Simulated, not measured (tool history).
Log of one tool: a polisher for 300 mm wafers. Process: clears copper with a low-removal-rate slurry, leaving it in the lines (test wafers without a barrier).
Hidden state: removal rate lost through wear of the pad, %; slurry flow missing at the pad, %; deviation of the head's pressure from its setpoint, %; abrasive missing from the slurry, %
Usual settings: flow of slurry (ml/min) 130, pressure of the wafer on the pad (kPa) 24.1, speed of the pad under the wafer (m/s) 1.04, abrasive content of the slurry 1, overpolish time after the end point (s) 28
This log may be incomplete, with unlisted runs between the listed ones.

run,day,flow of slurry (ml/min),pressure of the wafer on the pad (kPa),speed of the pad under the wafer (m/s),abrasive content of the slurry,overpolish time after the end point (s),wafers since the last listed run,wafers polished on this pad,hours since the slurry nozzle was cleaned,hours since the head pressure was calibrated,hours since the slurry blender was calibrated,"incoming thickness of the incoming film, nm",time until the end point was called (s),dishing of a wide line in a test structure (Å)
1,0,130,24.1,1.04,1,42,0,4135,501.1,1137.2,414.4,465.5,112.5,885
# day 1.492: head pressure recalibrated
2,2.658,130,24.1,1.04,1,28,485,4620,564.9,28,478.2,465.5,111.7,692
3,4.912,130,24.1,1.04,1,28,425,5046,619,82.1,532.3,464.7,114.5,691
4,7.075,130,24.1,1.04,1,28,408,5454,670.9,134,584.2,459.7,111.8,701
5,10.883,115,24.1,1.28,1,28,718,6172,762.3,225.4,675.6,467.4,96.7,765
# day 11.642: slurry nozzle cleaned
# day 11.867: worn pad replaced by a new one
# day 12.308: slurry blender recalibrated
6,13.929,130,24.1,1.04,1,28,519,373,54.9,298.5,38.9,463.3,109.5,713
7,18.421,110,24.1,0.74,1,37,847,1220,162.7,406.3,146.7,470.4,165.2,652
8,29.483,130,24.1,1.04,1,28,2087,3308,428.2,671.8,412.2,472.1,110.5,697
9,32.054,130,27.6,1.04,0.9,19,485,3793,489.9,733.5,473.9,464.3,97.8,583
10,33.7,130,24.1,1.04,1,28,310,4103,529.4,773,513.4,467.9,111.5,706
11,36.467,130,24.1,0.82,1,36,522,4625,595.8,839.4,579.8,469.7,145.2,719
12,40.729,130,24.1,1.04,1,28,804,5430,698.1,941.7,682.1,471.3,116.1,686
# day 41.925: head pressure recalibrated
13,42.792,100,24.1,1.04,0.85,28,373,5803,747.6,20.8,731.6,461.9,126.8,635
# day 43.342: worn pad replaced by a new one
# day 43.575: slurry blender recalibrated
14,44.717,165,20,0.88,0.85,28,316,243,793.8,67,27.4,468.9,164.6,542
15,46.392,90,24.1,1.04,1,22,316,559,834,107.2,67.6,478.6,134.1,536
# day 48.792: slurry nozzle cleaned
16,50.446,130,24.1,1.04,1,28,757,1316,39.7,204.5,164.9,469,110.5,705
17,54.7,130,24.1,1.04,1,28,802,2119,141.8,306.6,267,473.8,113.1,712
18,58.129,130,29.6,1.04,1,28,647,2766,224.1,388.9,349.3,477,92.1,830
19,61.421,130,31.7,0.8,1,28,621,3387,303.1,467.9,428.3,461.8,108.9,736
20,62.942,175,27.6,1.04,1,28,286,3674,339.6,504.4,464.8,469.1,91.5,809
21,67.142,130,24.1,1.04,1.2,28,792,4466,440.4,605.2,565.6,475.8,110.1,710
22,69.375,130,24.1,1.04,0.85,28,421,4888,494,658.8,619.2,466.1,116.3,677
23,73.6,145,24.1,1.04,1.1,28,797,5685,595.4,760.2,720.6,463.1,107.3,720
# day 76.879: slurry nozzle cleaned
24,77.425,90,31,1.04,1,28,713,6399,13.1,852,812.4,469.7,94.4,813
# day 77.875: worn pad replaced by a new one
# day 78.433: slurry blender recalibrated
25,79.629,130,24.1,1.04,1,28,368,315,66,904.9,28.7,471.3,110.3,722
# day 80.633: head pressure recalibrated
26,81.729,130,24.1,1.04,1,28,380,695,116.4,26.3,79.1,475.4,112.6,693
27,90.083,130,28.3,0.9,1,22,1576,2271,316.9,226.8,279.6,468.8,108.8,617
28,92.533,130,24.1,1.04,1,28,462,2734,375.7,285.6,338.4,472.2,111.3,712

State the hidden condition of the tool at each of the runs:
removal rate lost through wear of the pad, %: 0 at every run
deviation of the head's pressure from its setpoint, %: 0 at every run
abrasive missing from the slurry, %: 0 at every run
H1: slurry flow missing at the pad, %
run,H1
1,6.67
2,8.37
3,9.97
4,11.6
5,14.9
6,1.09
7,1.68
8,5.6
9,7.02
10,8.03
11,9.9
12,13.2
13,15
14,16.8
15,18.4
16,1.77
17,2.24
18,2.99
19,4.03
20,4.62
21,6.59
22,7.84
23,10.6
24,0.307
25,0.411
26,0.641
27,2.82
28,3.83
